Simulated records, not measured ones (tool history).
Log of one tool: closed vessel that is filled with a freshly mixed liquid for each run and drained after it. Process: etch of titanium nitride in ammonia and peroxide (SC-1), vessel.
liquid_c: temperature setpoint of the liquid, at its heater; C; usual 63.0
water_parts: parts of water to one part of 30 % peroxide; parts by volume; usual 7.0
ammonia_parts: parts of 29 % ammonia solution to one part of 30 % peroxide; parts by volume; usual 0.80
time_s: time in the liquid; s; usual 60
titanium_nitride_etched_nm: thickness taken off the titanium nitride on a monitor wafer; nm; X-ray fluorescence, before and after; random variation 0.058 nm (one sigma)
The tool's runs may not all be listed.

run	hour	liquid_c	water_parts	ammonia_parts	time_s	wafers since the last listed run	hours since the thermometer was replaced	hours since the ammonia flow meter was replaced	hours since the drum of ammonia solution was connected	hours since the gauge calibration	read-back film thickness of the titanium nitride reference wafer, read on the same gauge (nm)	titanium_nitride_etched_nm
1	0.0	63.0	7.0	0.80	60	0	1964.9	1602.5	992.8	368.9	80.03	11.08
2	16.2	63.0	7.0	1.05	60	1896	1981.1	1618.7	1009.0	385.1	79.99	11.41
3	23.2	63.0	9.5	0.80	60	819	1988.1	1625.7	1016.0	392.1	80.00	9.46
4	34.3	63.0	7.0	0.80	60	1299	1999.2	1636.8	1027.1	403.2	80.01	11.04
# hour 41.2: new drum of ammonia solution connected
5	45.8	63.0	7.0	0.80	60	1229	2010.7	1648.3	4.6	414.7	80.01	10.96
6	60.4	63.0	7.0	0.80	60	1709	2025.3	1662.9	19.2	429.3	79.97	11.00
7	74.0	63.0	7.0	0.80	60	1592	2038.9	1676.5	32.8	442.9	79.99	11.00
8	87.9	63.0	9.0	0.80	60	1627	2052.8	1690.4	46.7	456.8	79.98	9.71
9	97.1	63.0	7.0	0.80	60	1077	2062.0	1699.6	55.9	466.0	80.01	10.94
10	114.0	63.0	7.0	0.80	60	1978	2078.9	1716.5	72.8	482.9	79.99	10.93
11	127.7	58.5	8.5	1.15	30	1603	2092.6	1730.2	86.5	496.6	80.01	3.85
12	136.4	63.0	6.0	0.80	60	1018	2101.3	1738.9	95.2	505.3	80.00	11.64
13	153.2	57.5	7.0	0.95	75	1966	2118.1	1755.7	112.0	522.1	80.00	9.66
# hour 156.0: gauge calibrated
# hour 163.2: thermometer replaced
14	163.7	56.0	5.0	0.65	60	1112	0.5	1766.2	122.5	7.7	80.01	9.29
15	176.6	63.0	10.5	0.80	60	1510	13.4	1779.1	135.4	20.6	80.03	10.58
16	190.8	58.0	9.0	1.05	90	1662	27.6	1793.3	149.6	34.8	80.02	12.89
17	200.0	63.0	7.0	0.80	60	1077	36.8	1802.5	158.8	44.0	80.01	12.94
18	214.1	63.0	7.0	0.55	60	1650	50.9	1816.6	172.9	58.1	79.99	12.19
19	227.3	63.0	7.0	0.80	60	1545	64.1	1829.8	186.1	71.3	80.00	12.88
# hour 232.6: ammonia flow meter replaced
20	242.0	63.0	7.0	0.80	60	1603	78.8	9.4	200.8	86.0	79.96	12.86
21	256.9	58.5	5.0	0.40	70	1744	93.7	24.3	215.7	100.9	79.99	11.82
22	271.3	63.0	9.0	0.50	60	1685	108.1	38.7	230.1	115.3	80.00	10.51
23	282.8	63.0	7.0	0.80	60	1346	119.6	50.2	241.6	126.8	79.97	12.88
24	300.6	63.0	7.0	0.80	60	2083	137.4	68.0	259.4	144.6	80.02	12.85
25	312.2	63.0	7.0	0.80	60	1358	149.0	79.6	271.0	156.2	80.00	12.88
26	324.2	70.0	8.5	0.80	60	1404	161.0	91.6	283.0	168.2	80.02	18.18
27	330.3	70.0	9.5	0.45	30	714	167.1	97.7	289.1	174.3	80.01	7.85
28	339.0	63.0	7.0	1.15	60	1018	175.8	106.4	297.8	183.0	79.98	13.43
29	353.0	63.0	7.0	0.90	30	1638	189.8	120.4	311.8	197.0	79.99	6.53

The same runs without the tool's hidden state, with the same run-to-run variation:
The hidden state here: liquid colder than its thermometer reads (K); ammonia flow below the setpoint (%); ammonia solution weaker than its label (%); gauge reads high (%).
run	titanium_nitride_etched_nm
1	13.31
2	13.72
3	11.38
4	13.29
5	13.20
6	13.27
7	13.29
8	11.74
9	13.23
10	13.23
11	4.70
12	14.12
13	11.82
14	9.49
15	10.81
16	13.19
17	13.24
18	12.49
19	13.21
20	13.21
21	12.16
22	10.81
23	13.27
24	13.26
25	13.30
26	18.75
27	8.11
28	13.89
29	6.76
